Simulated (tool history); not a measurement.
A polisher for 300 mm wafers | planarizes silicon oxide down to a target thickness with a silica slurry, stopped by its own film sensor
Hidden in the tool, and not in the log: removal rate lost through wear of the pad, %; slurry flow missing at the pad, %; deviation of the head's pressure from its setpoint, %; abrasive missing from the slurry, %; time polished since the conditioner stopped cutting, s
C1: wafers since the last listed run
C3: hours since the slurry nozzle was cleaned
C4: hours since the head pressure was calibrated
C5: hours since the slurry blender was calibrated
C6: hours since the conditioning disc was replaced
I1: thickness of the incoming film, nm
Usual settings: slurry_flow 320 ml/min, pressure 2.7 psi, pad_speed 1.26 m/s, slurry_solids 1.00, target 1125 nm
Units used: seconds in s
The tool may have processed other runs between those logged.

run 1 hour=0.0 | slurry_flow=320 pressure=2.7 pad_speed=1.26 slurry_solids=1.00 target=1087 | C1=0 wafers_polished_on_this_pad=379 C3=295.2 C4=847.6 C5=58.9 C6=214.0 | I1=1364.1 | seconds=127.4
run 2 hour=7.6 | slurry_flow=320 pressure=2.7 pad_speed=1.26 slurry_solids=1.00 target=1087 | C1=76 wafers_polished_on_this_pad=455 C3=302.8 C4=855.2 C5=66.5 C6=221.6 | I1=1347.9 | seconds=119.9
-- hour=13.2 conditioning disc replaced and pad reconditioned
run 3 hour=15.6 | slurry_flow=280 pressure=2.7 pad_speed=1.26 slurry_solids=0.90 target=1125 | C1=60 wafers_polished_on_this_pad=516 C3=310.8 C4=863.2 C5=74.5 C6=2.4 | I1=1370.7 | seconds=118.6
run 4 hour=23.0 | slurry_flow=280 pressure=2.7 pad_speed=1.26 slurry_solids=0.90 target=1125 | C1=74 wafers_polished_on_this_pad=590 C3=318.2 C4=870.6 C5=81.9 C6=9.8 | I1=1386.1 | seconds=126.2
run 5 hour=40.2 | slurry_flow=320 pressure=3.1 pad_speed=1.26 slurry_solids=1.00 target=1149 | C1=173 wafers_polished_on_this_pad=763 C3=335.4 C4=887.8 C5=99.1 C6=27.0 | I1=1376.8 | seconds=93.4
run 6 hour=54.5 | slurry_flow=320 pressure=2.7 pad_speed=1.26 slurry_solids=0.90 target=1125 | C1=143 wafers_polished_on_this_pad=907 C3=349.7 C4=902.1 C5=113.4 C6=41.3 | I1=1363.0 | seconds=109.9
-- hour=71.6 worn pad replaced by a new one
-- hour=73.7 head pressure recalibrated
run 7 hour=74.2 | slurry_flow=320 pressure=2.7 pad_speed=0.92 slurry_solids=1.00 target=1125 | C1=137 wafers_polished_on_this_pad=5 C3=369.4 C4=0.5 C5=133.1 C6=61.0 | I1=1373.1 | seconds=144.4
run 8 hour=83.9 | slurry_flow=320 pressure=2.7 pad_speed=1.26 slurry_solids=1.00 target=1125 | C1=97 wafers_polished_on_this_pad=103 C3=379.1 C4=10.2 C5=142.8 C6=70.7 | I1=1349.3 | seconds=102.9
run 9 hour=96.9 | slurry_flow=275 pressure=2.7 pad_speed=1.26 slurry_solids=1.00 target=1076 | C1=130 wafers_polished_on_this_pad=234 C3=392.1 C4=23.2 C5=155.8 C6=83.7 | I1=1344.4 | seconds=123.5
run 10 hour=113.8 | slurry_flow=375 pressure=1.9 pad_speed=1.26 slurry_solids=1.25 target=1125 | C1=169 wafers_polished_on_this_pad=404 C3=409.0 C4=40.1 C5=172.7 C6=100.6 | I1=1374.4 | seconds=129.3
run 11 hour=122.7 | slurry_flow=320 pressure=2.7 pad_speed=1.26 slurry_solids=1.00 target=1125 | C1=89 wafers_polished_on_this_pad=493 C3=417.9 C4=49.0 C5=181.6 C6=109.5 | I1=1337.2 | seconds=98.8
run 12 hour=162.8 | slurry_flow=320 pressure=2.7 pad_speed=1.26 slurry_solids=1.00 target=1125 | C1=403 wafers_polished_on_this_pad=896 C3=458.0 C4=89.1 C5=221.7 C6=149.6 | I1=1353.3 | seconds=103.8
-- hour=166.2 slurry nozzle cleaned
run 13 hour=171.0 | slurry_flow=320 pressure=2.7 pad_speed=0.92 slurry_solids=1.15 target=1125 | C1=72 wafers_polished_on_this_pad=969 C3=4.8 C4=97.3 C5=229.9 C6=157.8 | I1=1387.8 | seconds=149.1
run 14 hour=177.5 | slurry_flow=320 pressure=2.7 pad_speed=0.90 slurry_solids=0.70 target=1125 | C1=65 wafers_polished_on_this_pad=1034 C3=11.3 C4=103.8 C5=236.4 C6=164.3 | I1=1366.9 | seconds=158.2
-- hour=196.0 worn pad replaced by a new one
run 15 hour=196.5 | slurry_flow=320 pressure=2.7 pad_speed=1.26 slurry_solids=1.00 target=1125 | C1=150 wafers_polished_on_this_pad=4 C3=30.3 C4=122.8 C5=255.4 C6=183.3 | I1=1365.9 | seconds=111.7
-- hour=204.4 slurry blender recalibrated
run 16 hour=204.7 | slurry_flow=320 pressure=3.4 pad_speed=1.26 slurry_solids=1.00 target=1125 | C1=62 wafers_polished_on_this_pad=67 C3=38.5 C4=131.0 C5=0.3 C6=191.5 | I1=1359.0 | seconds=92.1
run 17 hour=217.9 | slurry_flow=275 pressure=3.5 pad_speed=1.26 slurry_solids=1.00 target=1158 | C1=132 wafers_polished_on_this_pad=200 C3=51.7 C4=144.2 C5=13.5 C6=204.7 | I1=1345.9 | seconds=73.6
run 18 hour=230.6 | slurry_flow=320 pressure=2.4 pad_speed=1.26 slurry_solids=1.00 target=1125 | C1=127 wafers_polished_on_this_pad=327 C3=64.4 C4=156.9 C5=26.2 C6=217.4 | I1=1353.1 | seconds=112.3
run 19 hour=243.2 | slurry_flow=370 pressure=2.7 pad_speed=1.00 slurry_solids=1.00 target=1164 | C1=126 wafers_polished_on_this_pad=454 C3=77.0 C4=169.5 C5=38.8 C6=230.0 | I1=1343.5 | seconds=97.6
run 20 hour=256.3 | slurry_flow=210 pressure=2.7 pad_speed=1.08 slurry_solids=1.00 target=1056 | C1=131 wafers_polished_on_this_pad=586 C3=90.1 C4=182.6 C5=51.9 C6=243.1 | I1=1376.2 | seconds=171.2
-- hour=267.0 conditioning disc replaced and pad reconditioned
run 21 hour=274.0 | slurry_flow=320 pressure=2.7 pad_speed=1.14 slurry_solids=1.00 target=1046 | C1=157 wafers_polished_on_this_pad=744 C3=107.8 C4=200.3 C5=69.6 C6=7.0 | I1=1342.9 | seconds=147.1
run 22 hour=284.9 | slurry_flow=320 pressure=2.3 pad_speed=1.26 slurry_solids=0.75 target=1125 | C1=109 wafers_polished_on_this_pad=853 C3=118.7 C4=211.2 C5=80.5 C6=17.9 | I1=1356.6 | seconds=126.3
run 23 hour=296.1 | slurry_flow=280 pressure=2.7 pad_speed=1.26 slurry_solids=0.90 target=1125 | C1=112 wafers_polished_on_this_pad=966 C3=129.9 C4=222.4 C5=91.7 C6=29.1 | I1=1357.3 | seconds=112.5
run 24 hour=312.6 | slurry_flow=240 pressure=2.7 pad_speed=1.38 slurry_solids=0.85 target=1164 | C1=165 wafers_polished_on_this_pad=1132 C3=146.4 C4=238.9 C5=108.2 C6=45.6 | I1=1375.4 | seconds=100.0
-- hour=324.2 worn pad replaced by a new one
run 25 hour=326.1 | slurry_flow=285 pressure=3.4 pad_speed=0.88 slurry_solids=1.00 target=1093 | C1=95 wafers_polished_on_this_pad=18 C3=159.9 C4=252.4 C5=121.7 C6=59.1 | I1=1352.3 | seconds=139.9

The next listed run, before its measurement:
run 26 hour=336.6 | slurry_flow=320 pressure=2.7 pad_speed=1.26 slurry_solids=1.00 target=1125 | C1=105 wafers_polished_on_this_pad=124 C3=170.4 C4=262.9 C5=132.2 C6=69.6 | I1=1358.1 | seconds=?

{"run 26": {"seconds": 106.6}}
Take away the tool's hidden state, keep the run-to-run variation as it was, and the same run would have given seconds 106.6 s.
